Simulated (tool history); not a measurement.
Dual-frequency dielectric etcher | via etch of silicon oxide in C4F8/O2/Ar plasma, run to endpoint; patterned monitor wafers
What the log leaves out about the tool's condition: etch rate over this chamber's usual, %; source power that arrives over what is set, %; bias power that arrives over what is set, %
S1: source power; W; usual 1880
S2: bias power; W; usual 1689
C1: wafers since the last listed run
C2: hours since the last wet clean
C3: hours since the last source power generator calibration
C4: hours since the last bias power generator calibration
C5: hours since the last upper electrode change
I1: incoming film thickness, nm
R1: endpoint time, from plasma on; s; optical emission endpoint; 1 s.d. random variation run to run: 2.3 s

{"run": 1, "day": 0.0, "S1": 2180, "S2": 1689, "C1": 0, "C2": 279.2, "C3": 2162.8, "C4": 1606.7, "C5": 3110.2, "I1": 2128, "R1": 420.6}
{"run": 2, "day": 2.617, "S1": 2180, "S2": 1689, "C1": 208, "C2": 342, "C3": 2225.6, "C4": 1669.5, "C5": 3173, "I1": 2134.9, "R1": 422.9}
{"run": 3, "day": 4.479, "S1": 1880, "S2": 1689, "C1": 148, "C2": 386.7, "C3": 2270.3, "C4": 1714.2, "C5": 3217.7, "I1": 2159.2, "R1": 449.5}
{"day": 8.446, "done": "wet clean of the chamber"}
{"run": 4, "day": 8.721, "S1": 1880, "S2": 1689, "C1": 257, "C2": 6.6, "C3": 2372.1, "C4": 1816, "C5": 3319.5, "I1": 2150.4, "R1": 425.9}
{"run": 5, "day": 11.279, "S1": 1540, "S2": 1359, "C1": 203, "C2": 68, "C3": 2433.5, "C4": 1877.4, "C5": 3380.9, "I1": 2147.4, "R1": 472}
{"run": 6, "day": 15.054, "S1": 1540, "S2": 1359, "C1": 300, "C2": 158.6, "C3": 2524.1, "C4": 1968, "C5": 3471.5, "I1": 2165.9, "R1": 475.8}
{"run": 7, "day": 17.433, "S1": 1880, "S2": 1689, "C1": 189, "C2": 215.7, "C3": 2581.2, "C4": 2025.1, "C5": 3528.6, "I1": 2143, "R1": 433.2}
{"run": 8, "day": 20.746, "S1": 1880, "S2": 1689, "C1": 263, "C2": 295.2, "C3": 2660.7, "C4": 2104.6, "C5": 3608.1, "I1": 2120.6, "R1": 436.2}
{"run": 9, "day": 22.958, "S1": 1880, "S2": 1689, "C1": 175, "C2": 348.3, "C3": 2713.8, "C4": 2157.7, "C5": 3661.2, "I1": 2148.3, "R1": 443.2}
{"day": 28.217, "done": "wet clean of the chamber"}
{"day": 30.183, "done": "upper electrode replaced"}
{"run": 10, "day": 35.575, "S1": 1880, "S2": 1523, "C1": 844, "C2": 176.6, "C3": 3016.6, "C4": 2460.5, "C5": 129.4, "I1": 2155.9, "R1": 439.3}
{"day": 40.683, "done": "source power generator calibrated"}
{"run": 11, "day": 44.892, "S1": 1740, "S2": 2100, "C1": 727, "C2": 400.2, "C3": 101, "C4": 2684.1, "C5": 353, "I1": 2141.7, "R1": 434.4}
{"run": 12, "day": 46.542, "S1": 1880, "S2": 1538, "C1": 131, "C2": 439.8, "C3": 140.6, "C4": 2723.7, "C5": 392.6, "I1": 2146.2, "R1": 450}
{"day": 50.054, "done": "wet clean of the chamber"}
{"run": 13, "day": 50.283, "S1": 1880, "S2": 1689, "C1": 218, "C2": 5.5, "C3": 230.4, "C4": 2813.5, "C5": 482.4, "I1": 2126.4, "R1": 420.4}
{"day": 50.625, "done": "bias power generator calibrated"}
{"run": 14, "day": 54.092, "S1": 1880, "S2": 1689, "C1": 289, "C2": 96.9, "C3": 321.8, "C4": 83.2, "C5": 573.8, "I1": 2153.9, "R1": 431.6}
{"run": 15, "day": 57.938, "S1": 1880, "S2": 1947, "C1": 305, "C2": 189.2, "C3": 414.1, "C4": 175.5, "C5": 666.1, "I1": 2143.1, "R1": 422}
{"run": 16, "day": 62.158, "S1": 2020, "S2": 1897, "C1": 335, "C2": 290.5, "C3": 515.4, "C4": 276.8, "C5": 767.4, "I1": 2159.3, "R1": 421.5}
{"run": 17, "day": 66.579, "S1": 1880, "S2": 1689, "C1": 351, "C2": 396.6, "C3": 621.5, "C4": 382.9, "C5": 873.5, "I1": 2138.7, "R1": 442.1}
{"day": 69.504, "done": "wet clean of the chamber"}
{"run": 18, "day": 69.983, "S1": 2180, "S2": 1844, "C1": 191, "C2": 11.5, "C3": 703.2, "C4": 464.6, "C5": 955.2, "I1": 2141.9, "R1": 397.1}

3 ways to go on from here, each from the tool as it stands after run 18. What would each give?
{"run": "A", "day": 70.004, "S1": 1880, "S2": 1689, "C1": 1, "C2": 12, "C3": 703.7, "C4": 465.1, "C5": 955.7, "I1": 2128, "R1": "?"}
{"run": "B", "day": 70.004, "S1": 1470, "S2": 1689, "C1": 1, "C2": 12, "C3": 703.7, "C4": 465.1, "C5": 955.7, "I1": 2128, "R1": "?"}
{"run": "C", "day": 70.004, "S1": 1700, "S2": 1320, "C1": 1, "C2": 12, "C3": 703.7, "C4": 465.1, "C5": 955.7, "I1": 2128, "R1": "?"}

run=A R1=420.2
run=B R1=449
run=C R1=448.5
Without the tool's hidden state the same runs would have given:
run=A R1=420.3
run=B R1=449.1
run=C R1=448.6
